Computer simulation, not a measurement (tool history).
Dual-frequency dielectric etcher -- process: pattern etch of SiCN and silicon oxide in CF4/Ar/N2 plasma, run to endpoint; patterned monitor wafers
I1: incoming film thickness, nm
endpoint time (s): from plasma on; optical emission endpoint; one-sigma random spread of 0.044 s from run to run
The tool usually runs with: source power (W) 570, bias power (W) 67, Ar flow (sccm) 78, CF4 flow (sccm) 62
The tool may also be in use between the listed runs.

run 1 hour=0 | source_power_(W)=570 bias_power_(W)=67 Ar_flow_(sccm)=78 CF4_flow_(sccm)=62 | I1=9.86 | endpoint_time_(s)=8.9
run 2 hour=9 | source_power_(W)=570 bias_power_(W)=67 Ar_flow_(sccm)=78 CF4_flow_(sccm)=62 | I1=9.75 | endpoint_time_(s)=8.8
run 3 hour=16.5 | source_power_(W)=670 bias_power_(W)=67 Ar_flow_(sccm)=78 CF4_flow_(sccm)=62 | I1=9.71 | endpoint_time_(s)=7.4
run 4 hour=26.9 | source_power_(W)=670 bias_power_(W)=67 Ar_flow_(sccm)=78 CF4_flow_(sccm)=62 | I1=9.8 | endpoint_time_(s)=7.4
run 5 hour=42.2 | source_power_(W)=570 bias_power_(W)=67 Ar_flow_(sccm)=78 CF4_flow_(sccm)=62 | I1=9.76 | endpoint_time_(s)=8.8
run 6 hour=58.8 | source_power_(W)=570 bias_power_(W)=67 Ar_flow_(sccm)=78 CF4_flow_(sccm)=62 | I1=9.79 | endpoint_time_(s)=8.9
run 7 hour=76.4 | source_power_(W)=570 bias_power_(W)=67 Ar_flow_(sccm)=78 CF4_flow_(sccm)=68 | I1=9.83 | endpoint_time_(s)=8.7
run 8 hour=83.6 | source_power_(W)=570 bias_power_(W)=67 Ar_flow_(sccm)=78 CF4_flow_(sccm)=68 | I1=9.67 | endpoint_time_(s)=8.5
-- hour=118.4 CF4 flow controller replaced
-- hour=139.8 upper electrode replaced
-- hour=155.1 wet clean of the chamber
-- hour=157.2 Ar flow controller replaced
run 9 hour=157.7 | source_power_(W)=570 bias_power_(W)=67 Ar_flow_(sccm)=78 CF4_flow_(sccm)=62 | I1=9.8 | endpoint_time_(s)=9.2
run 10 hour=158 | source_power_(W)=570 bias_power_(W)=67 Ar_flow_(sccm)=78 CF4_flow_(sccm)=62 | I1=9.9 | endpoint_time_(s)=9.3
run 11 hour=158.3 | source_power_(W)=570 bias_power_(W)=53 Ar_flow_(sccm)=88 CF4_flow_(sccm)=62 | I1=9.83 | endpoint_time_(s)=10.5
run 12 hour=158.7 | source_power_(W)=630 bias_power_(W)=67 Ar_flow_(sccm)=84 CF4_flow_(sccm)=54 | I1=9.7 | endpoint_time_(s)=8.4
run 13 hour=159 | source_power_(W)=450 bias_power_(W)=84 Ar_flow_(sccm)=87 CF4_flow_(sccm)=49 | I1=9.83 | endpoint_time_(s)=11.5
run 14 hour=161.5 | source_power_(W)=570 bias_power_(W)=67 Ar_flow_(sccm)=78 CF4_flow_(sccm)=62 | I1=9.73 | endpoint_time_(s)=9.1
run 15 hour=168 | source_power_(W)=570 bias_power_(W)=67 Ar_flow_(sccm)=78 CF4_flow_(sccm)=70 | I1=9.79 | endpoint_time_(s)=9

Predict the results of run 16:
run 16 hour=175.3 | source_power_(W)=630 bias_power_(W)=67 Ar_flow_(sccm)=78 CF4_flow_(sccm)=62 | I1=9.83 | endpoint_time_(s)=?

endpoint time (s): 8.3
Minus the tool's unlogged condition, the same run would have read endpoint time (s) 8.3.
